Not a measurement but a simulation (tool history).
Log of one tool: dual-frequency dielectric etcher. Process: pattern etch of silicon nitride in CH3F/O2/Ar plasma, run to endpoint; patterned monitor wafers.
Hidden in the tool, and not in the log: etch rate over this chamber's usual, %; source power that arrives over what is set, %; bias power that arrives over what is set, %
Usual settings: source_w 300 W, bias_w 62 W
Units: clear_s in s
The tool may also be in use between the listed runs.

run    hour  source_w  bias_w  wafers since the last listed run  hours since the last wet clean  hours since the last source power generator calibration  hours since the last bias power generator calibration  hours since the last upper electrode change  incoming incoming film thickness, nm  clear_s
  1     0.0       250      62                                 0                             7.6                                                   2272.2                                                 3871.4                                       3029.1                                  55.0     97.1
  2    49.8       300      62                               442                            57.4                                                   2322.0                                                 3921.2                                       3078.9                                  54.2     89.6
  3    77.9       300      62                               249                            85.5                                                   2350.1                                                 3949.3                                       3107.0                                  55.1     89.8
  4   114.6       300      62                               326                           122.2                                                   2386.8                                                 3986.0                                       3143.7                                  55.3     88.9
  5   172.6       300      62                               515                           180.2                                                   2444.8                                                 4044.0                                       3201.7                                  55.0     88.9
  6   202.1       300      62                               262                           209.7                                                   2474.3                                                 4073.5                                       3231.2                                  54.8     88.8
  7   266.6       300      62                               573                           274.2                                                   2538.8                                                 4138.0                                       3295.7                                  54.8     86.2
  8   318.6       300      62                               462                           326.2                                                   2590.8                                                 4190.0                                       3347.7                                  55.4     87.9
      400.2  -- wet clean of the chamber
  9   496.0       300      62                              1363                            95.8                                                   2768.2                                                 4367.4                                       3525.1                                  54.4     90.3
      536.4  -- source power generator calibrated
 10   557.0       300      62                               506                           156.8                                                     20.6                                                 4428.4                                       3586.1                                  54.6     89.3
 11   582.8       300      62                               229                           182.6                                                     46.4                                                 4454.2                                       3611.9                                  54.2     88.4
 12   621.2       300      62                               341                           221.0                                                     84.8                                                 4492.6                                       3650.3                                  55.9     91.0
 13   658.5       300      69                               331                           258.3                                                    122.1                                                 4529.9                                       3687.6                                  54.6     84.0
 14   690.8       300      71                               287                           290.6                                                    154.4                                                 4562.2                                       3719.9                                  55.4     85.2
 15   717.5       270      62                               237                           317.3                                                    181.1                                                 4588.9                                       3746.6                                  54.6     92.1
      751.6  -- wet clean of the chamber
 16   770.6       270      62                               258                            19.0                                                    234.2                                                 4642.0                                       3799.7                                  55.1     96.5
 17   811.7       370      71                               365                            60.1                                                    275.3                                                 4683.1                                       3840.8                                  55.0     78.7
 18   861.3       300      62                               440                           109.7                                                    324.9                                                 4732.7                                       3890.4                                  55.9     91.4
 19   913.3       300      62                               462                           161.7                                                    376.9                                                 4784.7                                       3942.4                                  54.2     88.0
 20   970.0       300      56                               503                           218.4                                                    433.6                                                 4841.4                                       3999.1                                  54.5     91.8
 21  1032.5       300      46                               555                           280.9                                                    496.1                                                 4903.9                                       4061.6                                  55.5     99.0
 22  1060.8       300      73                               251                           309.2                                                    524.4                                                 4932.2                                       4089.9                                  55.2     83.5
     1114.8  -- upper electrode replaced
     1148.7  -- wet clean of the chamber
 23  1149.2       270      78                               359                             0.5                                                    612.8                                                 5020.6                                         34.4                                  55.1     86.0
 24  1174.4       350      49                               223                            25.7                                                    638.0                                                 5045.8                                         59.6                                  54.4     92.5
 25  1242.5       330      72                               605                            93.8                                                    706.1                                                 5113.9                                        127.7                                  54.7     81.7
 26  1310.3       260      62                               602                           161.6                                                    773.9                                                 5181.7                                        195.5                                  54.8     95.0
     1438.9  -- bias power generator calibrated
 27  1513.2       300      62                              1767                           364.5                                                    976.8                                                   74.3                                        398.4                                  54.7     86.7
 28  1550.5       300      62                               331                           401.8                                                   1014.1                                                  111.6                                        435.7                                  55.5     88.7
     1575.0  -- wet clean of the chamber
 29  1619.1       360      55                               396                            44.1                                                   1082.7                                                  180.2                                        504.3                                  55.2     87.4
 30  1686.3       320      72                               597                           111.3                                                   1149.9                                                  247.4                                        571.5                                  54.9     82.9
 31  1724.1       300      62                               335                           149.1                                                   1187.7                                                  285.2                                        609.3                                  55.1     89.6
 32  1792.3       350      55                               606                           217.3                                                   1255.9                                                  353.4                                        677.5                                  55.1     87.1
 33  1840.7       320      56                               430                           265.7                                                   1304.3                                                  401.8                                        725.9                                  55.2     89.4
 34  1865.4       350      54                               219                           290.4                                                   1329.0                                                  426.5                                        750.6                                  55.2     87.6

Forecast each of these 5 alternatives for the next run:
  A  1865.8       300      55                                 3                           290.8                                                   1329.4                                                  426.9                                        751.0                                  54.8        ?
  B  1865.8       320      71                                 3                           290.8                                                   1329.4                                                  426.9                                        751.0                                  54.8        ?
  C  1865.8       370      62                                 3                           290.8                                                   1329.4                                                  426.9                                        751.0                                  54.8        ?
  D  1865.8       330      62                                 3                           290.8                                                   1329.4                                                  426.9                                        751.0                                  54.8        ?
  E  1865.8       340      54                                 3                           290.8                                                   1329.4                                                  426.9                                        751.0                                  54.8        ?

run  clear_s
  A     91.2
  B     80.6
  C     79.9
  D     83.8
  E     87.1
Without the tool's hidden state the same runs would have given:
run  clear_s
  A     95.2
  B     84.2
  C     83.4
  D     87.5
  E     90.9

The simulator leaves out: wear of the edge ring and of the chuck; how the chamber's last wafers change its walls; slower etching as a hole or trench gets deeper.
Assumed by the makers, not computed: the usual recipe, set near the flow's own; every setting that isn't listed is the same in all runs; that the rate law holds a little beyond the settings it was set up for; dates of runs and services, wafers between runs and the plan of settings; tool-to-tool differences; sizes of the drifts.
